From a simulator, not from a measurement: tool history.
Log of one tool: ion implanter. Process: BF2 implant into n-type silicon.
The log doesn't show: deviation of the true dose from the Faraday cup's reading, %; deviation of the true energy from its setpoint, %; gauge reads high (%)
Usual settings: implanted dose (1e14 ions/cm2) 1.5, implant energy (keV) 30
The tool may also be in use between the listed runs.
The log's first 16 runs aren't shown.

run     day  implanted dose (1e14 ions/cm2)  implant energy (keV)  wafers since the last listed run  hours since the last dose calibration  hours since the extraction supply was calibrated  hours since the gauge calibration  read-back reference wafer on the same gauge, sheet resistance  sheet resistance of the implanted and annealed layer (ohm/square)
 17  31.112                            1.09                  27.5                              2003                                 1898.3                                            6357.3                             2149.9                                                         585.95                                                             922.81
 18  38.558                            1.93                  35.5                              6028                                   2077                                              6536                             2328.6                                                         586.13                                                             565.67
 19  41.329                            1.71                    30                              2243                                 2143.5                                            6602.5                             2395.1                                                         586.09                                                             633.06
     42.938  -- gauge calibrated
 20    43.9                            1.63                  34.5                              2081                                 2205.2                                            6664.2                               23.1                                                            586                                                              646.1
 21  45.021                             1.5                    30                               907                                 2232.1                                            6691.1                                 50                                                         585.94                                                             700.79
 22  46.683                             1.5                    30                              1345                                   2272                                              6731                               89.9                                                         585.77                                                             701.34
     47.588  -- extraction supply calibrated
 23  48.867                             1.5                    30                              1497                                 2324.4                                              30.7                              142.3                                                          585.8                                                             701.76
 24  51.458                             1.5                    30                              2098                                 2386.6                                              92.9                              204.5                                                          586.3                                                             701.12
 25  53.688                            1.39                  22.5                              1804                                 2440.1                                             146.4                                258                                                         586.06                                                             777.71
 26  55.958                             1.5                    30                              1838                                 2494.6                                             200.9                              312.5                                                         585.85                                                             700.18
     57.296  -- Faraday cup replaced and dose calibrated
 27  57.942                            1.38                  38.5                              1335                                   15.5                                             248.5                              360.1                                                         586.04                                                             736.99
 28  60.521                            1.07                    30                              2088                                   77.4                                             310.4                                422                                                         585.87                                                             934.17
 29  63.383                             1.5                    30                              2317                                  146.1                                             379.1                              490.7                                                         585.51                                                             712.05
 30  64.767                             1.5                  34.5                              1119                                  179.3                                             412.3                              523.9                                                         585.91                                                             700.97
 31  66.167                             1.5                    30                              1133                                  212.9                                             445.9                              557.5                                                         586.05                                                             710.66

Forecast run 32:
 32  68.004                             1.5                    30                              1487                                    257                                               490                              601.6                                                              ?                                                                  ?

Run 32 gave read-back reference wafer on the same gauge, sheet resistance 586.03, sheet resistance of the implanted and annealed layer (ohm/square) 713.79.
Without the tool's hidden state the same run would have given sheet resistance of the implanted and annealed layer (ohm/square) 712.49.

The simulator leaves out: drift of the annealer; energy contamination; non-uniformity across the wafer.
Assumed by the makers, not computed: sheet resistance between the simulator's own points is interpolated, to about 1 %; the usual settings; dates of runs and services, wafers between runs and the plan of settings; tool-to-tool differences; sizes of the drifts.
